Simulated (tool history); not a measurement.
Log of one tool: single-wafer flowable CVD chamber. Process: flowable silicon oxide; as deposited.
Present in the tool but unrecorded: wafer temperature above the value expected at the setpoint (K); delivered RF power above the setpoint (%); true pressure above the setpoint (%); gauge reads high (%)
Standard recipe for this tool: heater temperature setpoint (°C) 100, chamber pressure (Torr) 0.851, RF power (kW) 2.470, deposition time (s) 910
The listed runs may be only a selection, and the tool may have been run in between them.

run,hour,heater temperature setpoint (°C),chamber pressure (Torr),RF power (kW),deposition time (s),wafers since the last listed run,hours since the last thermocouple change,hours since the last RF generator calibration,hours since the last manometer calibration,hours since the showerhead was replaced,hours since the gauge calibration,"read-back reference wafer on the same gauge, thickness_nm",mean film thickness on the monitor wafer (Å)
1,0.0,100,0.851,2.470,910,0,1497.4,1734.0,1126.7,6592.3,821.3,545.501,6473.38
2,28.8,100,0.851,2.470,910,86,1526.2,1762.8,1155.5,6621.1,850.1,544.042,6507.28
3,57.0,100,0.851,2.470,910,84,1554.4,1791.0,1183.7,6649.3,878.3,542.966,6485.62
4,89.2,100,0.851,2.470,910,96,1586.6,1823.2,1215.9,6681.5,910.5,543.389,6441.21
5,123.5,100,0.851,2.855,910,102,1620.9,1857.5,1250.2,6715.8,944.8,542.280,6521.23
6,155.2,100,0.851,2.855,910,94,1652.6,1889.2,1281.9,6747.5,976.5,541.479,6533.57
7,170.5,100,0.851,2.855,910,45,1667.9,1904.5,1297.2,6762.8,991.8,540.690,6515.28
8,204.6,100,0.851,2.470,910,102,1702.0,1938.6,1331.3,6796.9,1025.9,540.658,6421.41
9,270.8,100,0.788,2.470,910,198,1768.2,2004.8,1397.5,6863.1,1092.1,538.796,6018.60
# hour 282.0: capacitance manometer re-zeroed and calibrated
10,286.5,100,0.851,2.470,910,23,1783.9,2020.5,4.5,6878.8,1107.8,538.604,6405.76
# hour 330.6: showerhead replaced
11,355.8,100,0.851,2.095,910,183,1853.2,2089.8,73.8,25.2,1177.1,536.553,6220.23
12,390.5,100,0.851,2.470,966,103,1887.9,2124.5,108.5,59.9,1211.8,535.938,6742.98
13,412.7,86,0.980,2.620,1077,66,1910.1,2146.7,130.7,82.1,1234.0,535.431,14146.68
14,427.9,100,0.851,2.815,851,45,1925.3,2161.9,145.9,97.3,1249.2,534.795,5983.00
15,458.4,100,0.851,2.470,910,91,1955.8,2192.4,176.4,127.8,1279.7,532.887,6288.30
# hour 477.3: thermocouple changed; heater temperature recalibrated
16,483.7,113,0.851,2.470,910,51,6.4,2217.7,201.7,153.1,1305.0,532.558,3900.20
17,508.3,93,0.851,2.265,817,73,31.0,2242.3,226.3,177.7,1329.6,530.947,7297.20
# hour 523.8: RF generator calibrated
# hour 524.5: gauge calibrated
18,541.9,100,0.726,2.470,910,76,64.6,18.1,259.9,211.3,17.4,557.611,5779.20
19,558.2,100,1.016,2.470,910,48,80.9,34.4,276.2,227.6,33.7,557.092,7721.65
20,626.1,100,0.951,2.630,910,203,148.8,102.3,344.1,295.5,101.6,556.889,7361.74
21,656.4,96,0.791,2.470,858,90,179.1,132.6,374.4,325.8,131.9,556.232,6793.10
22,689.0,100,0.851,2.470,910,97,211.7,165.2,407.0,358.4,164.5,557.429,6643.68
23,716.6,107,0.851,2.470,910,82,239.3,192.8,434.6,386.0,192.1,557.902,5099.93
24,748.2,100,0.756,2.470,910,94,270.9,224.4,466.2,417.6,223.7,556.877,5990.42
25,761.8,100,0.851,2.470,1012,40,284.5,238.0,479.8,431.2,237.3,557.017,7327.06
26,793.9,100,0.851,1.975,910,96,316.6,270.1,511.9,463.3,269.4,556.329,6485.98
27,809.1,100,0.851,2.470,987,45,331.8,285.3,527.1,478.5,284.6,556.060,7233.37

Branching from run 27: 5 alternative next runs. What would each branch give?
A,809.8,100,1.002,2.470,910,2,332.5,286.0,527.8,479.2,285.3,?,?
B,809.8,109,0.921,2.470,910,2,332.5,286.0,527.8,479.2,285.3,?,?
C,809.8,108,0.851,2.470,910,2,332.5,286.0,527.8,479.2,285.3,?,?
D,809.8,100,0.851,2.610,910,2,332.5,286.0,527.8,479.2,285.3,?,?
E,809.8,113,1.033,2.470,910,2,332.5,286.0,527.8,479.2,285.3,?,?

run,"read-back reference wafer on the same gauge, thickness_nm",mean film thickness on the monitor wafer (Å)
A,556.526,7593.08
B,556.526,5023.14
C,556.526,4870.71
D,556.526,6644.71
E,556.526,4805.73
What these runs would have given with no unlogged condition in the tool:
run,mean film thickness on the monitor wafer (Å)
A,7574.46
B,5010.82
C,4858.77
D,6628.42
E,4793.95
